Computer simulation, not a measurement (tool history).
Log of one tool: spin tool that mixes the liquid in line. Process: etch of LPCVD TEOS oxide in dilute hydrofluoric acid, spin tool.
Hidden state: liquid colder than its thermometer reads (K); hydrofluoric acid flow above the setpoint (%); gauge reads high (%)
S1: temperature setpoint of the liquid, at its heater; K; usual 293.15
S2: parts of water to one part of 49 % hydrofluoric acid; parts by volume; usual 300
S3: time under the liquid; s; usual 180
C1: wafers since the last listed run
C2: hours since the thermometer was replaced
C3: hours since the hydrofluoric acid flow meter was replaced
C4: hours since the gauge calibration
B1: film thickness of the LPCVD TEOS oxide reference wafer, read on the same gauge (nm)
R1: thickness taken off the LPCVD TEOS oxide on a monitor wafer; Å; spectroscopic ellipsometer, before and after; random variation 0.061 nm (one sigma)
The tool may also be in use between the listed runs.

run,hour,S1,S2,S3,C1,C2,C3,C4,B1,R1
1,0.0,293.15,300,210,0,457.7,1745.0,172.4,60.00,148.2
2,19.4,293.15,300,210,110,477.1,1764.4,191.8,60.00,147.2
3,53.6,293.15,300,180,195,511.3,1798.6,226.0,60.00,126.8
4,73.2,293.15,300,180,111,530.9,1818.2,245.6,59.99,126.3
5,91.9,293.15,350,180,106,549.6,1836.9,264.3,60.00,103.7
6,126.7,293.15,210,265,198,584.4,1871.7,299.1,59.99,290.3
7,141.8,293.15,210,265,86,599.5,1886.8,314.2,60.01,292.3
# hour 167.5: gauge calibrated
# hour 171.1: hydrofluoric acid flow meter replaced
8,171.9,291.15,340,230,165,629.6,0.8,4.4,59.97,110.3
9,198.4,293.15,300,110,151,656.1,27.3,30.9,59.98,66.8
# hour 200.6: thermometer replaced
10,228.8,293.15,300,105,167,28.2,57.7,61.3,60.00,64.6
11,255.0,293.15,215,230,149,54.4,83.9,87.5,59.98,212.1
12,269.5,293.15,415,180,82,68.9,98.4,102.0,60.02,72.0
13,296.9,290.15,190,265,156,96.3,125.8,129.4,60.01,252.6
14,325.8,291.15,340,230,164,125.2,154.7,158.3,60.00,112.7

What the log doesn't show, run by run:
liquid colder than its thermometer reads (K): 0 in every run
gauge reads high (%): 0 in every run
H1: hydrofluoric acid flow above the setpoint (%)
run,H1
1,13.4
2,13.5
3,13.8
4,13.9
5,14
6,14.3
7,14.4
8,1.06
9,1.24
10,1.46
11,1.65
12,1.75
13,1.95
14,2.15

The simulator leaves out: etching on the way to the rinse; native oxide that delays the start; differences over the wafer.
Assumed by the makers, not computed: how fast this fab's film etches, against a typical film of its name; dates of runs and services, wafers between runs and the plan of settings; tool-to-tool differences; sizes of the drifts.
